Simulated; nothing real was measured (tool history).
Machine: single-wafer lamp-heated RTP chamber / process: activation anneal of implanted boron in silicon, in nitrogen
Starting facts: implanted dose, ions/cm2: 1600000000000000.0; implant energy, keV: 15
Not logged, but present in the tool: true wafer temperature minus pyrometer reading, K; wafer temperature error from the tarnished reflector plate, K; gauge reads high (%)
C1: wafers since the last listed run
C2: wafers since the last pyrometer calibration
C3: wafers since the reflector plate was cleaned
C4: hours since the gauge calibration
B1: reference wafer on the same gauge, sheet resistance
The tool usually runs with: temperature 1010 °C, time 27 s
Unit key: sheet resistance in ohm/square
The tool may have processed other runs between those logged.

{"run": 1, "hour": 0.0, "temperature": 991, "time": 27, "C1": 0, "C2": 1271, "C3": 7216, "C4": 84.6, "B1": 86.28, "sheet resistance": 82.83}
{"run": 2, "hour": 7.6, "temperature": 991, "time": 27, "C1": 161, "C2": 1433, "C3": 7377, "C4": 92.2, "B1": 86.18, "sheet resistance": 82.75}
{"run": 3, "hour": 15.0, "temperature": 1010, "time": 27, "C1": 157, "C2": 1590, "C3": 7534, "C4": 99.6, "B1": 86.29, "sheet resistance": 77.31}
{"run": 4, "hour": 32.0, "temperature": 999, "time": 27, "C1": 361, "C2": 1951, "C3": 7895, "C4": 116.6, "B1": 86.19, "sheet resistance": 79.68}
{"run": 5, "hour": 45.5, "temperature": 999, "time": 27, "C1": 286, "C2": 2238, "C3": 8182, "C4": 130.1, "B1": 86.2, "sheet resistance": 79.52}
{"run": 6, "hour": 61.4, "temperature": 1010, "time": 27, "C1": 337, "C2": 2576, "C3": 8520, "C4": 146.0, "B1": 86.13, "sheet resistance": 76.46}
{"hour": 75.8, "done": "pyrometer window cleaned and pyrometer calibrated"}
{"hour": 75.9, "done": "gauge calibrated"}
{"run": 7, "hour": 76.3, "temperature": 1010, "time": 27, "C1": 146, "C2": 10, "C3": 8666, "C4": 0.4, "B1": 86.16, "sheet resistance": 75.65}
{"run": 8, "hour": 83.7, "temperature": 1010, "time": 27, "C1": 157, "C2": 167, "C3": 8824, "C4": 7.8, "B1": 86.25, "sheet resistance": 75.92}
{"run": 9, "hour": 100.3, "temperature": 1010, "time": 33, "C1": 352, "C2": 520, "C3": 9176, "C4": 24.4, "B1": 86.18, "sheet resistance": 74.51}
{"run": 10, "hour": 106.4, "temperature": 1024, "time": 43, "C1": 129, "C2": 649, "C3": 9306, "C4": 30.5, "B1": 86.17, "sheet resistance": 71.26}
{"hour": 121.6, "done": "pyrometer window cleaned and pyrometer calibrated, repeated, since the last time left the tool worse"}
{"run": 11, "hour": 122.1, "temperature": 983, "time": 11, "C1": 163, "C2": 11, "C3": 9469, "C4": 46.2, "B1": 86.2, "sheet resistance": 93.07}
{"run": 12, "hour": 131.9, "temperature": 1010, "time": 34, "C1": 208, "C2": 219, "C3": 9678, "C4": 56.0, "B1": 86.2, "sheet resistance": 77.72}
{"hour": 146.3, "done": "reflector plate cleaned"}
{"run": 13, "hour": 148.6, "temperature": 1010, "time": 27, "C1": 184, "C2": 404, "C3": 48, "C4": 72.7, "B1": 86.16, "sheet resistance": 78.1}
{"run": 14, "hour": 162.3, "temperature": 1025, "time": 36, "C1": 291, "C2": 695, "C3": 339, "C4": 86.4, "B1": 86.13, "sheet resistance": 73.85}
{"run": 15, "hour": 171.9, "temperature": 1010, "time": 27, "C1": 203, "C2": 899, "C3": 543, "C4": 96.0, "B1": 86.21, "sheet resistance": 77.73}
{"run": 16, "hour": 186.4, "temperature": 999, "time": 13, "C1": 308, "C2": 1207, "C3": 851, "C4": 110.5, "B1": 86.23, "sheet resistance": 83.15}
{"run": 17, "hour": 196.9, "temperature": 1010, "time": 14, "C1": 223, "C2": 1430, "C3": 1074, "C4": 121.0, "B1": 86.22, "sheet resistance": 79.83}
{"run": 18, "hour": 209.7, "temperature": 999, "time": 40, "C1": 271, "C2": 1702, "C3": 1346, "C4": 133.8, "B1": 86.28, "sheet resistance": 78.62}

3 ways to go on from here, each from the tool as it stands after run 18. What would each give?
{"run": "A", "hour": 210.1, "temperature": 986, "time": 27, "C1": 8, "C2": 1710, "C3": 1354, "C4": 134.2, "B1": "?", "sheet resistance": "?"}
{"run": "B", "hour": 210.1, "temperature": 1037, "time": 21, "C1": 8, "C2": 1710, "C3": 1354, "C4": 134.2, "B1": "?", "sheet resistance": "?"}
{"run": "C", "hour": 210.1, "temperature": 999, "time": 42, "C1": 8, "C2": 1710, "C3": 1354, "C4": 134.2, "B1": "?", "sheet resistance": "?"}

run=A B1=86.18 sheet_resistance=84.72
run=B B1=86.18 sheet_resistance=73.27
run=C B1=86.18 sheet_resistance=78.69
Stripped of hidden state, with their random variation kept, the same runs would have yielded:
run=A sheet_resistance=86.70
run=B sheet_resistance=74.05
run=C sheet_resistance=80.05

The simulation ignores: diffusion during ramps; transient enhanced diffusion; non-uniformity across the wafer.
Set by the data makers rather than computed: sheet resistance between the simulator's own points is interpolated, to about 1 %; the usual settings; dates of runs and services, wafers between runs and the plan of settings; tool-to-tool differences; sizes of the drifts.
